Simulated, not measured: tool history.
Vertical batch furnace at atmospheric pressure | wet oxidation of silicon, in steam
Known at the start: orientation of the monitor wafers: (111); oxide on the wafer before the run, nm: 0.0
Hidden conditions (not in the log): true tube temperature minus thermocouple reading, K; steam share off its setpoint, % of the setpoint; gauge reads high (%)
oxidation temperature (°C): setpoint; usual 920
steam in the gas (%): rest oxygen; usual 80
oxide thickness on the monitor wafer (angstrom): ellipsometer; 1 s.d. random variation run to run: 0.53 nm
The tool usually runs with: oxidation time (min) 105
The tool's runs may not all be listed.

run	day	oxidation temperature (°C)	oxidation time (min)	steam in the gas (%)	wafers since the last listed run	hours since the last temperature calibration	hours since the steam generator was serviced	hours since the gauge calibration	read-back reference wafer on the same gauge, thickness	oxide thickness on the monitor wafer (angstrom)
1	0	920	105	80	0	3274.8	3116.9	59.4	418.88	3505.1
2	0.458	920	105	80	115	3285.8	3127.9	70.4	418.95	3495.7
3	1.15	920	105	80	173	3302.4	3144.5	87	419.05	3503.6
4	1.892	920	105	80	186	3320.2	3162.3	104.8	419.06	3503.7
5	2.358	920	105	80	117	3331.4	3173.5	116	418.95	3496.5
6	3.021	920	105	80	166	3347.3	3189.4	131.9	418.93	3501.7
7	3.688	914	125.5	80	167	3363.3	3205.4	147.9	419.03	3789
8	4.454	920	146.5	80	192	3381.7	3223.8	166.3	419.01	4427.1
9	4.896	931	105	80	111	3392.3	3234.4	176.9	418.95	3799.1
10	5.275	931	105	80	95	3401.4	3243.5	186	418.91	3806.4
11	5.904	920	80	80	158	3416.5	3258.6	201.1	419.15	2870
12	6.488	920	105	80	146	3430.5	3272.6	215.1	419.12	3488
13	6.929	920	105	80	111	3441.1	3283.2	225.7	418.91	3490.8
14	7.775	920	140.5	69	212	3461.4	3303.5	246	418.87	3866.9
15	8.162	920	105	80	97	3470.7	3312.8	255.3	418.82	3489.8
# day 9.85: steam generator serviced
# day 10.212: thermocouples replaced and temperature profile calibrated
16	10.233	936	130	75	178	0.5	9.2	305	418.9	4417.5
17	10.458	920	105	80	56	5.9	14.6	310.4	418.98	3533.2
18	10.679	930	105	80	55	11.2	19.9	315.7	419	3814.8
# day 12.833: gauge calibrated
19	13.133	937	130.5	72	616	70.1	78.8	7.2	419.14	4348.3
20	14.912	920	131	80	447	112.8	121.5	49.9	419.08	4143.3
21	15.804	920	105	80	224	134.2	142.9	71.3	419.12	3547.1
22	18.633	920	71	80	711	202.1	210.8	139.2	418.82	2650.7
23	19.296	920	105	80	166	218	226.7	155.1	419.02	3540.3
24	20.004	910	152.5	86	178	235	243.7	172.1	419.02	4492.4
25	20.733	920	105	80	183	252.5	261.2	189.6	419.01	3545.3
26	21.5	920	128	92	192	270.9	279.6	208	419.02	4496.7

Some steps in oxide thickness on the monitor wafer (angstrom) between neighbouring runs. How much of each would the tool show without its hidden state too (settings, what came in, random variation), and how much is left for the hidden state, with any gauge scatter that isn't in both results?
Run 10 -> 11: oxidation temperature (°C) 931 -> 920, oxidation time (min) 105 -> 80. oxide thickness on the monitor wafer (angstrom) -936.4: hidden state +13.2, all else -949.6.
Run 15 -> 16: oxidation temperature (°C) 920 -> 936, oxidation time (min) 105 -> 130, steam in the gas (%) 80 -> 75, steam generator serviced, thermocouples replaced and temperature profile calibrated. oxide thickness on the monitor wafer (angstrom) +927.7: hidden state +42.5, all else +885.2.
Run 23 -> 24: oxidation temperature (°C) 920 -> 910, oxidation time (min) 105 -> 152.5, steam in the gas (%) 80 -> 86. oxide thickness on the monitor wafer (angstrom) +952.1: hidden state +9.4, all else +942.7.
Run 25 -> 26: oxidation time (min) 105 -> 128, steam in the gas (%) 80 -> 92. oxide thickness on the monitor wafer (angstrom) +951.4: hidden state +6, all else +945.4.
